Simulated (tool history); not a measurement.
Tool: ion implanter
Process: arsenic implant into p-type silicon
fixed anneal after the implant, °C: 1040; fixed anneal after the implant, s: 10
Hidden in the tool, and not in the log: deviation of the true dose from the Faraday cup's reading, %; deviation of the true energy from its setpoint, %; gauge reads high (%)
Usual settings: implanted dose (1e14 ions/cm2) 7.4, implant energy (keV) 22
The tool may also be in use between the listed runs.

run,hour,implanted dose (1e14 ions/cm2),implant energy (keV),wafers since the last listed run,hours since the last dose calibration,hours since the extraction supply was calibrated,hours since the gauge calibration,"read-back reference wafer on the same gauge, sheet resistance",sheet resistance of the implanted and annealed layer (ohm/square)
1,0,8.93,22,0,1392.6,4576.8,1192.5,119.2,125.84
2,39.1,7.4,22,312,1431.7,4615.9,1231.6,119.22,142.44
3,115.8,7.4,22,612,1508.4,4692.6,1308.3,119.19,142.15
4,161.1,7.4,17.5,361,1553.7,4737.9,1353.6,119.09,146.98
5,246.2,7.4,17.5,679,1638.8,4823,1438.7,118.8,147.24
6,314,9.15,23.5,541,1706.6,4890.8,1506.5,118.99,120.4
7,416.9,9.15,23.5,821,1809.5,4993.7,1609.4,118.84,121.5
8,461.9,9.15,23.5,359,1854.5,5038.7,1654.4,119.25,121.71
9,561,7.4,22,791,1953.6,5137.8,1753.5,119.26,142.28
10,650.2,7.4,22,712,2042.8,5227,1842.7,119.06,141.61
11,715.7,7.4,22,522,2108.3,5292.5,1908.2,118.87,140.7
# hour 881.3: Faraday cup replaced and dose calibrated
12,883.4,8.57,27,1274,2.1,5460.2,2075.9,119.18,126.01
13,989.5,8.57,27,846,108.2,5566.3,2182,119.11,126.28
14,1137.5,8.57,27,1181,256.2,5714.3,2330,119.07,125.46
15,1180.4,5.94,25.5,342,299.1,5757.2,2372.9,118.94,165.55
16,1246.9,7.4,16,530,365.6,5823.7,2439.4,118.89,152.23
17,1332.2,8.02,24,680,450.9,5909,2524.7,118.9,134.08
# hour 1364.5: gauge calibrated
# hour 1428.4: extraction supply calibrated
18,1439.4,7.4,22,791,558.1,11,74.9,118.98,143.57
19,1546.6,7.4,17.5,855,665.3,118.2,182.1,118.96,149
20,1625.1,7.4,22,626,743.8,196.7,260.6,118.79,142.93
21,1698.9,9.45,27,589,817.6,270.5,334.4,118.81,116.77
22,1756.8,8.1,26,462,875.5,328.4,392.3,118.83,131.48
23,1853.4,8.27,20,771,972.1,425,488.9,119.17,135.76
24,1925.5,9.39,22,575,1044.2,497.1,561,118.93,123.12
25,2006.5,8.74,19.5,646,1125.2,578.1,642,118.89,130.49
26,2062.9,7.4,22,450,1181.6,634.5,698.4,118.89,142.65
27,2152.5,5.47,22,715,1271.2,724.1,788,118.88,176.17
28,2196.1,7.98,26,348,1314.8,767.7,831.6,119.05,131.12

The same runs without the tool's hidden state, with the same run-to-run variation:
run,sheet resistance of the implanted and annealed layer (ohm/square)
1,128.47
2,145.8
3,145.67
4,150.6
5,151.06
6,123.43
7,124.73
8,125.02
9,146.78
10,146.28
11,145.48
12,126.31
13,126.77
14,126.24
15,166.8
16,153.42
17,135.33
18,145.17
19,150.85
20,144.94
21,118.39
22,133.57
23,138.01
24,125.15
25,132.84
26,145.63
27,180.37
28,134.11
